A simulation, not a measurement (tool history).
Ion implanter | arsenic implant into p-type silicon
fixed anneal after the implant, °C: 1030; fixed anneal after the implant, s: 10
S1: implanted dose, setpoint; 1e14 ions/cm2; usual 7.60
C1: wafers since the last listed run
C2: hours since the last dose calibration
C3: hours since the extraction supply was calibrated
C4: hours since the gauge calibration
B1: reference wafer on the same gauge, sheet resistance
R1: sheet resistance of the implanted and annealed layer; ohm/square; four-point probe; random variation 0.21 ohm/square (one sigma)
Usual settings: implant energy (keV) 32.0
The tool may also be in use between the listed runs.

{"run": 1, "hour": 0.0, "S1": 7.6, "implant energy (keV)": 25.0, "C1": 0, "C2": 132.8, "C3": 3866.0, "C4": 30.0, "B1": 143.97, "R1": 149.86}
{"run": 2, "hour": 28.6, "S1": 7.6, "implant energy (keV)": 25.0, "C1": 629, "C2": 161.4, "C3": 3894.6, "C4": 58.6, "B1": 144.0, "R1": 149.8}
{"run": 3, "hour": 72.2, "S1": 7.6, "implant energy (keV)": 25.0, "C1": 960, "C2": 205.0, "C3": 3938.2, "C4": 102.2, "B1": 144.0, "R1": 150.21}
{"run": 4, "hour": 133.7, "S1": 7.6, "implant energy (keV)": 32.0, "C1": 1354, "C2": 266.5, "C3": 3999.7, "C4": 163.7, "B1": 144.0, "R1": 142.89}
{"run": 5, "hour": 170.7, "S1": 7.6, "implant energy (keV)": 32.0, "C1": 814, "C2": 303.5, "C3": 4036.7, "C4": 200.7, "B1": 144.01, "R1": 143.22}
{"run": 6, "hour": 231.5, "S1": 7.6, "implant energy (keV)": 32.0, "C1": 1339, "C2": 364.3, "C3": 4097.5, "C4": 261.5, "B1": 144.01, "R1": 143.38}
{"run": 7, "hour": 287.4, "S1": 7.6, "implant energy (keV)": 32.0, "C1": 1231, "C2": 420.2, "C3": 4153.4, "C4": 317.4, "B1": 144.01, "R1": 143.76}
{"run": 8, "hour": 353.7, "S1": 7.1, "implant energy (keV)": 34.5, "C1": 1460, "C2": 486.5, "C3": 4219.7, "C4": 383.7, "B1": 143.97, "R1": 149.29}
{"hour": 373.9, "done": "Faraday cup replaced and dose calibrated"}
{"run": 9, "hour": 392.5, "S1": 7.1, "implant energy (keV)": 34.5, "C1": 678, "C2": 18.6, "C3": 4258.5, "C4": 422.5, "B1": 143.98, "R1": 147.44}
{"run": 10, "hour": 440.4, "S1": 7.1, "implant energy (keV)": 34.5, "C1": 1054, "C2": 66.5, "C3": 4306.4, "C4": 470.4, "B1": 144.0, "R1": 148.13}
{"run": 11, "hour": 496.4, "S1": 7.6, "implant energy (keV)": 32.0, "C1": 1233, "C2": 122.5, "C3": 4362.4, "C4": 526.4, "B1": 144.0, "R1": 142.85}
{"run": 12, "hour": 553.6, "S1": 5.94, "implant energy (keV)": 26.0, "C1": 1259, "C2": 179.7, "C3": 4419.6, "C4": 583.6, "B1": 144.0, "R1": 177.15}
{"run": 13, "hour": 588.6, "S1": 7.6, "implant energy (keV)": 32.0, "C1": 770, "C2": 214.7, "C3": 4454.6, "C4": 618.6, "B1": 143.95, "R1": 143.34}
{"hour": 632.4, "done": "extraction supply calibrated"}
{"run": 14, "hour": 649.7, "S1": 9.78, "implant energy (keV)": 32.0, "C1": 1169, "C2": 275.8, "C3": 17.3, "C4": 679.7, "B1": 143.99, "R1": 120.94}
{"run": 15, "hour": 697.9, "S1": 6.28, "implant energy (keV)": 32.0, "C1": 1061, "C2": 324.0, "C3": 65.5, "C4": 727.9, "B1": 144.07, "R1": 164.74}
{"run": 16, "hour": 752.5, "S1": 6.07, "implant energy (keV)": 38.0, "C1": 1202, "C2": 378.6, "C3": 120.1, "C4": 782.5, "B1": 143.95, "R1": 164.15}
{"run": 17, "hour": 802.1, "S1": 8.75, "implant energy (keV)": 25.0, "C1": 1092, "C2": 428.2, "C3": 169.7, "C4": 832.1, "B1": 144.02, "R1": 137.37}
{"hour": 818.5, "done": "Faraday cup replaced and dose calibrated"}
{"run": 18, "hour": 859.2, "S1": 7.6, "implant energy (keV)": 27.5, "C1": 1081, "C2": 40.7, "C3": 226.8, "C4": 889.2, "B1": 143.98, "R1": 146.79}
{"hour": 873.2, "done": "gauge calibrated"}
{"run": 19, "hour": 898.1, "S1": 6.03, "implant energy (keV)": 43.0, "C1": 856, "C2": 79.6, "C3": 265.7, "C4": 24.9, "B1": 144.02, "R1": 161.34}
{"run": 20, "hour": 944.7, "S1": 7.6, "implant energy (keV)": 32.0, "C1": 1026, "C2": 126.2, "C3": 312.3, "C4": 71.5, "B1": 143.99, "R1": 143.07}
{"run": 21, "hour": 989.1, "S1": 5.96, "implant energy (keV)": 40.5, "C1": 977, "C2": 170.6, "C3": 356.7, "C4": 115.9, "B1": 144.0, "R1": 164.97}
{"run": 22, "hour": 1056.0, "S1": 5.82, "implant energy (keV)": 22.5, "C1": 1473, "C2": 237.5, "C3": 423.6, "C4": 182.8, "B1": 144.03, "R1": 184.64}
{"run": 23, "hour": 1125.1, "S1": 7.1, "implant energy (keV)": 34.5, "C1": 1521, "C2": 306.6, "C3": 492.7, "C4": 251.9, "B1": 144.0, "R1": 148.6}

5 ways to go on from here, each from the tool as it stands after run 23. What would each give?
{"run": "A", "hour": 1125.5, "S1": 5.86, "implant energy (keV)": 32.0, "C1": 8, "C2": 307.0, "C3": 493.1, "C4": 252.3, "B1": "?", "R1": "?"}
{"run": "B", "hour": 1125.5, "S1": 8.2, "implant energy (keV)": 32.0, "C1": 8, "C2": 307.0, "C3": 493.1, "C4": 252.3, "B1": "?", "R1": "?"}
{"run": "C", "hour": 1125.5, "S1": 7.6, "implant energy (keV)": 35.0, "C1": 8, "C2": 307.0, "C3": 493.1, "C4": 252.3, "B1": "?", "R1": "?"}
{"run": "D", "hour": 1125.5, "S1": 9.76, "implant energy (keV)": 23.0, "C1": 8, "C2": 307.0, "C3": 493.1, "C4": 252.3, "B1": "?", "R1": "?"}
{"run": "E", "hour": 1125.5, "S1": 9.46, "implant energy (keV)": 40.0, "C1": 8, "C2": 307.0, "C3": 493.1, "C4": 252.3, "B1": "?", "R1": "?"}

run=A B1=143.97 R1=173.51
run=B B1=143.97 R1=135.87
run=C B1=143.97 R1=140.95
run=D B1=143.97 R1=130.62
run=E B1=143.97 R1=117.86
Without the tool's hidden state the same runs would have given:
run=A R1=172.28
run=B R1=134.98
run=C R1=139.99
run=D R1=129.90
run=E R1=117.10

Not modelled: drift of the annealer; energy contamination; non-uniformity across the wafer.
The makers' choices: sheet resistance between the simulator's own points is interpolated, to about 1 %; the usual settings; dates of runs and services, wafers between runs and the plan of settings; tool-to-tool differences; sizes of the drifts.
